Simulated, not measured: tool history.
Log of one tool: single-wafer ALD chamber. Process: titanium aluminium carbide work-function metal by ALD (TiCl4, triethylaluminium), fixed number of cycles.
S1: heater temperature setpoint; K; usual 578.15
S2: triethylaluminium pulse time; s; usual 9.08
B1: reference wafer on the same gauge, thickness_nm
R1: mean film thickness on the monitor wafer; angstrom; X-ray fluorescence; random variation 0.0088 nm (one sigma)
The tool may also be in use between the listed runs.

| run | hour | S1 | S2 | B1 | R1 |
|---|---|---|---|---|---|
| 1 | 0 | 578.15 | 9.08 | 2.4 | 21.16 |
| 2 | 28.3 | 578.15 | 9.08 | 2.399 | 21.3 |
| 3 | 69.4 | 578.15 | 9.08 | 2.403 | 21.11 |
| 4 | 121.4 | 578.15 | 9.08 | 2.397 | 21.15 |
|  | 142.8 | showerhead replaced |
| 5 | 183.7 | 578.15 | 9.08 | 2.397 | 21.39 |
| 6 | 224.2 | 578.15 | 9.08 | 2.397 | 21.31 |
|  | 236.7 | triethylaluminium bottle replaced |
| 7 | 248.4 | 578.15 | 9.08 | 2.396 | 21.21 |
| 8 | 318.6 | 578.15 | 9.08 | 2.401 | 21.37 |
| 9 | 381.1 | 578.15 | 9.08 | 2.4 | 21.34 |
| 10 | 420.8 | 578.15 | 9.08 | 2.402 | 21.27 |
| 11 | 473.2 | 578.15 | 9.08 | 2.397 | 21.31 |
| 12 | 539.9 | 564.15 | 10.99 | 2.4 | 20.54 |
| 13 | 610.3 | 592.15 | 9.08 | 2.4 | 22.6 |
| 14 | 647.9 | 589.15 | 6.08 | 2.397 | 21.18 |
| 15 | 678.3 | 565.15 | 12.65 | 2.4 | 20.99 |
| 16 | 728.5 | 586.15 | 11.11 | 2.4 | 22.43 |
| 17 | 774.6 | 590.15 | 9.08 | 2.404 | 22.55 |
| 18 | 817.2 | 582.15 | 6.28 | 2.398 | 20.74 |
|  | 863.2 | gauge calibrated |
| 19 | 882 | 578.15 | 9.08 | 2.399 | 21.52 |
| 20 | 922.5 | 569.15 | 11.1 | 2.402 | 21.07 |
| 21 | 983.5 | 563.15 | 9.08 | 2.4 | 20.12 |
| 22 | 1027.9 | 578.15 | 9.08 | 2.405 | 21.4 |
| 23 | 1087.6 | 574.15 | 7.69 | 2.404 | 20.72 |
|  | 1116.7 | thermocouple changed; heater temperature recalibrated |
| 24 | 1136.6 | 578.15 | 10.93 | 2.399 | 21.39 |
| 25 | 1203.6 | 587.15 | 7.22 | 2.396 | 21.03 |
|  | 1218.4 | triethylaluminium bottle replaced |
| 26 | 1275 | 578.15 | 9.08 | 2.4 | 21.16 |
| 27 | 1345.2 | 578.15 | 9.08 | 2.404 | 21.07 |
| 28 | 1400.4 | 563.15 | 9.08 | 2.399 | 19.82 |
| 29 | 1450.4 | 585.15 | 9.08 | 2.405 | 21.68 |
| 30 | 1516.2 | 578.15 | 5.67 | 2.4 | 19.72 |
| 31 | 1580.3 | 578.15 | 6.3 | 2.401 | 20.11 |
| 32 | 1667.9 | 591.15 | 7.17 | 2.401 | 21.91 |
| 33 | 1711.2 | 589.15 | 6.08 | 2.398 | 21.02 |
| 34 | 1739.3 | 565.15 | 11.93 | 2.397 | 20.59 |

Measured less the same run without the tool's hidden state. The same run-to-run variation is in both; the gauge's scatter may not be:
The hidden state here: wafer temperature above the value expected at the setpoint (K); triethylaluminium dose above that of a fresh bottle (%); gauge reads high (%).
| run | R1 |
|---|---|
| 1 | +0.26 |
| 2 | +0.28 |
| 3 | +0.3 |
| 4 | +0.32 |
| 5 | +0.35 |
| 6 | +0.36 |
| 7 | +0.37 |
| 8 | +0.39 |
| 9 | +0.42 |
| 10 | +0.42 |
| 11 | +0.44 |
| 12 | +0.45 |
| 13 | +0.47 |
| 14 | +0.45 |
| 15 | +0.49 |
| 16 | +0.5 |
| 17 | +0.5 |
| 18 | +0.47 |
| 19 | +0.51 |
| 20 | +0.52 |
| 21 | +0.51 |
| 22 | +0.52 |
| 23 | +0.52 |
| 24 | -0.05 |
| 25 | +0.02 |
| 26 | +0.08 |
| 27 | +0.12 |
| 28 | +0.15 |
| 29 | +0.19 |
| 30 | +0.21 |
| 31 | +0.24 |
| 32 | +0.28 |
| 33 | +0.29 |
| 34 | +0.31 |
